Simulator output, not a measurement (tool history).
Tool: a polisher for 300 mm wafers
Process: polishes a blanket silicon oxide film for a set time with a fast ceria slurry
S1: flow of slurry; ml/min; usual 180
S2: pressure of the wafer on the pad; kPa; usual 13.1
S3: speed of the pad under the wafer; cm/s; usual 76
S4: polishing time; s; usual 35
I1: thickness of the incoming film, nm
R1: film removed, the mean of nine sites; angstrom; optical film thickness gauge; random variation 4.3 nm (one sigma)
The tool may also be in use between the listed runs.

run   hour   S1    S2  S3  S4      I1    R1
  1      0  180  13.1  76  35  1952.6  3078
  2   18.9  180  13.1  76  35  1948.2  3029
      34.2  -- worn pad replaced by a new one
  3   39.4  180  13.1  76  35  1958.3  3003
  4   69.3  195  10.3  76  35  1953.9  2523
  5   99.3  180  13.1  76  35    1959  2955
     138.8  -- worn pad replaced by a new one
  6  205.2  180  13.1  76  35  1953.1  2856
  7  220.3  180  13.1  76  35  1945.4  2859
  8  252.4  180  13.1  76  35  1955.8  2871
     255.9  -- head pressure recalibrated
     259.6  -- worn pad replaced by a new one
  9  282.9  205  13.1  98  27    1964  2687
 10  315.4  195  10.3  76  35  1947.9  2410
 11  349.5  245  13.1  76  35  1964.5  3060
 12  363.2  180  13.1  76  35  1984.4  2813
     366.4  -- slurry nozzle cleaned
     371.9  -- worn pad replaced by a new one
 13  394.7  180  13.1  76  35  1968.3  3167
 14  416.2  180  13.1  76  39    1976  3572
 15  445.2  150  16.5  50  42  1956.5  3559
     478.9  -- worn pad replaced by a new one
 16  480.9  200  15.2  52  29  1970.7  2436

Measured less the same run without the tool's hidden state. The same run-to-run variation is in both; the gauge's scatter may not be:
The hidden state here: removal rate lost through wear of the pad, %; slurry flow missing at the pad, %; deviation of the head's pressure from its setpoint, %.
run    R1
  1  -177
  2  -194
  3  -210
  4  -182
  5  -252
  6  -299
  7  -305
  8  -318
  9  -267
 10  -257
 11  -263
 12  -336
 13   -37
 14   -70
 15  -131
 16   -93
